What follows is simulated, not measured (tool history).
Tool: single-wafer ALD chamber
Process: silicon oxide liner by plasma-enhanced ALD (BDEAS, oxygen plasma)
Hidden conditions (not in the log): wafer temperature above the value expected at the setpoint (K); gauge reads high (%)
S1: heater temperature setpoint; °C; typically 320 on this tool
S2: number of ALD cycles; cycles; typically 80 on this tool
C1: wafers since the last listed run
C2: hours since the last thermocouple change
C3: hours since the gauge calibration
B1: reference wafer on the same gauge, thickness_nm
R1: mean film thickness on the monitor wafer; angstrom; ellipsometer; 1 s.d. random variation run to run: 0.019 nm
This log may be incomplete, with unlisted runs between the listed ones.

Run 1, hour 0.0: usual settings; C1 0; C2 2790.1; C3 258.3; B1 8.874. Result: R1 77.87 angstrom.
Run 2, hour 19.3: usual settings; C1 76; C2 2809.4; C3 277.6; B1 8.876. Result: R1 77.80 angstrom.
Run 3, hour 50.2: usual settings; C1 123; C2 2840.3; C3 308.5; B1 8.874. Result: R1 78.01 angstrom.
Run 4, hour 104.4: usual settings; C1 216; C2 2894.5; C3 362.7; B1 8.891. Result: R1 78.38 angstrom.
Run 5, hour 116.9: usual settings; C1 49; C2 2907.0; C3 375.2; B1 8.892. Result: R1 77.94 angstrom.
Run 6, hour 140.4: usual settings but S1 328 °C, S2 86 cycles; C1 93; C2 2930.5; C3 398.7; B1 8.891. Result: R1 82.53 angstrom.
Run 7, hour 160.9: usual settings but S1 328 °C, S2 86 cycles; C1 81; C2 2951.0; C3 419.2; B1 8.895. Result: R1 82.73 angstrom.
Run 8, hour 177.2: usual settings; C1 64; C2 2967.3; C3 435.5; B1 8.894. Result: R1 77.70 angstrom.
Run 9, hour 192.0: usual settings; C1 58; C2 2982.1; C3 450.3; B1 8.897. Result: R1 77.92 angstrom.
Run 10, hour 222.8: usual settings; C1 122; C2 3012.9; C3 481.1; B1 8.904. Result: R1 77.78 angstrom.
Run 11, hour 246.4: usual settings; C1 94; C2 3036.5; C3 504.7; B1 8.911. Result: R1 78.27 angstrom.
Run 12, hour 258.6: usual settings; C1 48; C2 3048.7; C3 516.9; B1 8.908. Result: R1 77.91 angstrom.
Run 13, hour 292.0: usual settings; C1 133; C2 3082.1; C3 550.3; B1 8.911. Result: R1 78.26 angstrom.
Run 14, hour 306.8: usual settings; C1 58; C2 3096.9; C3 565.1; B1 8.913. Result: R1 77.78 angstrom.
Run 15, hour 326.5: usual settings but S1 310 °C; C1 78; C2 3116.6; C3 584.8; B1 8.922. Result: R1 79.48 angstrom.
At hour 337.1: thermocouple changed; heater temperature recalibrated.
Run 16, hour 424.0: usual settings but S1 310 °C; C1 356; C2 86.9; C3 682.3; B1 8.935. Result: R1 79.75 angstrom.
Run 17, hour 457.7: usual settings but S1 310 °C; C1 134; C2 120.6; C3 716.0; B1 8.938. Result: R1 79.56 angstrom.
Run 18, hour 492.6: usual settings; C1 139; C2 155.5; C3 750.9; B1 8.942. Result: R1 78.10 angstrom.
Run 19, hour 527.3: usual settings; C1 138; C2 190.2; C3 785.6; B1 8.954. Result: R1 78.41 angstrom.
Run 20, hour 549.0: usual settings but S1 327 °C, S2 67 cycles; C1 86; C2 211.9; C3 807.3; B1 8.961. Result: R1 64.93 angstrom.
At hour 572.9: gauge calibrated.
Run 21, hour 584.3: usual settings but S1 311 °C; C1 140; C2 247.2; C3 11.4; B1 8.835. Result: R1 78.57 angstrom.
Run 22, hour 610.6: usual settings; C1 104; C2 273.5; C3 37.7; B1 8.837. Result: R1 77.77 angstrom.
Run 23, hour 640.8: usual settings; C1 120; C2 303.7; C3 67.9; B1 8.845. Result: R1 77.26 angstrom.
Run 24, hour 672.6: usual settings but S2 90 cycles; C1 126; C2 335.5; C3 99.7; B1 8.851. Result: R1 87.70 angstrom.
Run 25, hour 686.2: usual settings but S1 311 °C, S2 72 cycles; C1 54; C2 349.1; C3 113.3; B1 8.850. Result: R1 70.82 angstrom.
Run 26, hour 710.8: usual settings but S1 308 °C, S2 65 cycles; C1 98; C2 373.7; C3 137.9; B1 8.854. Result: R1 64.47 angstrom.
Run 27, hour 726.6: usual settings; C1 62; C2 389.5; C3 153.7; B1 8.858. Result: R1 78.13 angstrom.
Run 28, hour 742.7: usual settings but S1 314 °C, S2 69 cycles; C1 64; C2 405.6; C3 169.8; B1 8.859. Result: R1 67.65 angstrom.
Run 29, hour 764.5: usual settings but S1 309 °C, S2 86 cycles; C1 86; C2 427.4; C3 191.6; B1 8.867. Result: R1 85.40 angstrom.
Run 30, hour 777.4: usual settings but S1 313 °C, S2 91 cycles; C1 51; C2 440.3; C3 204.5; B1 8.866. Result: R1 89.16 angstrom.
Run 31, hour 799.5: usual settings but S1 328 °C, S2 76 cycles; C1 88; C2 462.4; C3 226.6; B1 8.867. Result: R1 73.08 angstrom.
Run 32, hour 827.4: usual settings but S1 307 °C, S2 90 cycles; C1 111; C2 490.3; C3 254.5; B1 8.878. Result: R1 89.41 angstrom.
Run 33, hour 845.1: usual settings; C1 70; C2 508.0; C3 272.2; B1 8.876. Result: R1 77.85 angstrom.
Run 34, hour 872.2: usual settings but S1 329 °C, S2 69 cycles; C1 108; C2 535.1; C3 299.3; B1 8.879. Result: R1 66.26 angstrom.
Run 35, hour 891.9: usual settings; C1 78; C2 554.8; C3 319.0; B1 8.883. Result: R1 77.87 angstrom.
Run 36, hour 909.4: usual settings; C1 69; C2 572.3; C3 336.5; B1 8.887. Result: R1 78.00 angstrom.
Run 37, hour 935.3: usual settings but S1 311 °C, S2 94 cycles; C1 103; C2 598.2; C3 362.4; B1 8.890. Result: R1 93.09 angstrom.
Run 38, hour 952.9: usual settings but S1 326 °C, S2 72 cycles; C1 70; C2 615.8; C3 380.0; B1 8.896. Result: R1 69.39 angstrom.

Across each entry between runs, compare the hidden state at the last listed run before it with the hidden state at the first listed run after it:
From run 15 to run 16: thermocouple changed; heater temperature recalibrated (hour 337.1)
  gauge reads high (%): 1.02 -> 1.19
  measured minus no-state result, R1: +0.80 -> +0.94 angstrom
From run 20 to run 21: gauge calibrated (hour 572.9)
  gauge reads high (%): 1.4 -> 0.0843
  measured minus no-state result, R1: +0.90 -> +0.07 angstrom

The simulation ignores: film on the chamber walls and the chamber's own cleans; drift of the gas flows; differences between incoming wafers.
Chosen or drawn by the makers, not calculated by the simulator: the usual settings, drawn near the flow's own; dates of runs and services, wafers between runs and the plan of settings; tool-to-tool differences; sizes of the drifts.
